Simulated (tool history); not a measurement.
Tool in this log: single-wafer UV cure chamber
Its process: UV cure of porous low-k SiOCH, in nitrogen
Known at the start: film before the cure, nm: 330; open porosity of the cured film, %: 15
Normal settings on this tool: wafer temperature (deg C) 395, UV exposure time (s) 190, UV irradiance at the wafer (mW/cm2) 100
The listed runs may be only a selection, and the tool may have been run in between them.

| run | hour | wafer temperature (deg C) | UV exposure time (s) | UV irradiance at the wafer (mW/cm2) | wafers since the last listed run | hours since the UV bulbs were replaced | wafers since the quartz window was cleaned | loss of film thickness in the cure (%) |
|---|---|---|---|---|---|---|---|---|
| 1 | 0 | 395 | 190 | 100 | 0 | 1884.9 | 676 | 8.724 |
|  | 186.7 | quartz window cleaned |
| 2 | 192.2 | 395 | 190 | 100 | 697 | 2077.1 | 20 | 8.536 |
| 3 | 233 | 395 | 190 | 100 | 154 | 2117.9 | 175 | 8.763 |
| 4 | 285.4 | 395 | 190 | 100 | 198 | 2170.3 | 373 | 8.469 |
| 5 | 338.2 | 395 | 190 | 100 | 199 | 2223.1 | 573 | 8.543 |
| 6 | 380.6 | 395 | 190 | 100 | 160 | 2265.5 | 733 | 8.649 |
| 7 | 427.2 | 395 | 190 | 100 | 176 | 2312.1 | 909 | 8.54 |
| 8 | 486.7 | 381 | 190 | 100 | 225 | 2371.6 | 1135 | 8.368 |
|  | 512 | quartz window cleaned |
| 9 | 519.8 | 381 | 190 | 100 | 94 | 2404.7 | 29 | 8.275 |
| 10 | 590.5 | 400 | 190 | 100 | 267 | 2475.4 | 297 | 8.441 |
| 11 | 647.6 | 400 | 190 | 100 | 216 | 2532.5 | 513 | 8.309 |
| 12 | 682.9 | 400 | 190 | 100 | 133 | 2567.8 | 646 | 8.587 |
|  | 784.2 | UV bulbs replaced |
| 13 | 795.7 | 395 | 190 | 100 | 396 | 11.5 | 1043 | 7.442 |
| 14 | 831.7 | 404 | 190 | 76 | 136 | 47.5 | 1179 | 6.482 |
| 15 | 903.5 | 404 | 190 | 76 | 271 | 119.3 | 1451 | 6.405 |
|  | 915.1 | quartz window cleaned |
| 16 | 932.2 | 404 | 190 | 76 | 78 | 148 | 64 | 6.398 |
| 17 | 963.2 | 395 | 190 | 100 | 117 | 179 | 182 | 7.341 |
|  | 1059.5 | UV bulbs replaced, repeated, since the last time left the tool worse |
| 18 | 1122.3 | 395 | 140 | 100 | 571 | 62.8 | 753 | 8.362 |
| 19 | 1152.6 | 395 | 225 | 74 | 114 | 93.1 | 868 | 9.04 |
| 20 | 1192.7 | 395 | 190 | 100 | 151 | 133.2 | 1020 | 9.499 |
|  | 1254.7 | quartz window cleaned |
| 21 | 1298.3 | 395 | 190 | 100 | 369 | 238.8 | 164 | 9.773 |
| 22 | 1326.3 | 395 | 190 | 100 | 105 | 266.8 | 270 | 9.566 |
| 23 | 1352.1 | 402 | 290 | 100 | 97 | 292.6 | 368 | 11.425 |
| 24 | 1397.2 | 395 | 155 | 118 | 170 | 337.7 | 539 | 9.383 |
| 25 | 1452.1 | 395 | 190 | 100 | 207 | 392.6 | 746 | 9.327 |
| 26 | 1523.6 | 395 | 135 | 100 | 270 | 464.1 | 1017 | 7.972 |
| 27 | 1582.1 | 378 | 115 | 64 | 221 | 522.6 | 1238 | 5.534 |
|  | 1642.5 | quartz window cleaned |
| 28 | 1650.7 | 404 | 290 | 100 | 229 | 591.2 | 31 | 11.459 |
| 29 | 1683.5 | 414 | 295 | 100 | 124 | 624 | 155 | 11.684 |
| 30 | 1711.7 | 380 | 105 | 120 | 106 | 652.2 | 262 | 7.524 |
| 31 | 1742.8 | 376 | 85 | 100 | 117 | 683.3 | 379 | 5.953 |
| 32 | 1808.5 | 401 | 220 | 79 | 248 | 749 | 628 | 9.065 |

Run by run, hidden condition taken away, random variation retained:
Unlogged tool condition in this case: lamp output below its setpoint, %; transmission lost against a clean window, %.
| run | loss of film thickness in the cure (%) |
|---|---|
| 1 | 9.645 |
| 2 | 9.546 |
| 3 | 9.825 |
| 4 | 9.526 |
| 5 | 9.642 |
| 6 | 9.786 |
| 7 | 9.692 |
| 8 | 9.555 |
| 9 | 9.47 |
| 10 | 9.673 |
| 11 | 9.557 |
| 12 | 9.901 |
| 13 | 9.687 |
| 14 | 8.66 |
| 15 | 8.62 |
| 16 | 8.637 |
| 17 | 9.707 |
| 18 | 8.431 |
| 19 | 9.124 |
| 20 | 9.6 |
| 21 | 9.925 |
| 22 | 9.728 |
| 23 | 11.607 |
| 24 | 9.576 |
| 25 | 9.54 |
| 26 | 8.207 |
| 27 | 5.766 |
| 28 | 11.788 |
| 29 | 12.03 |
| 30 | 7.838 |
| 31 | 6.255 |
| 32 | 9.442 |
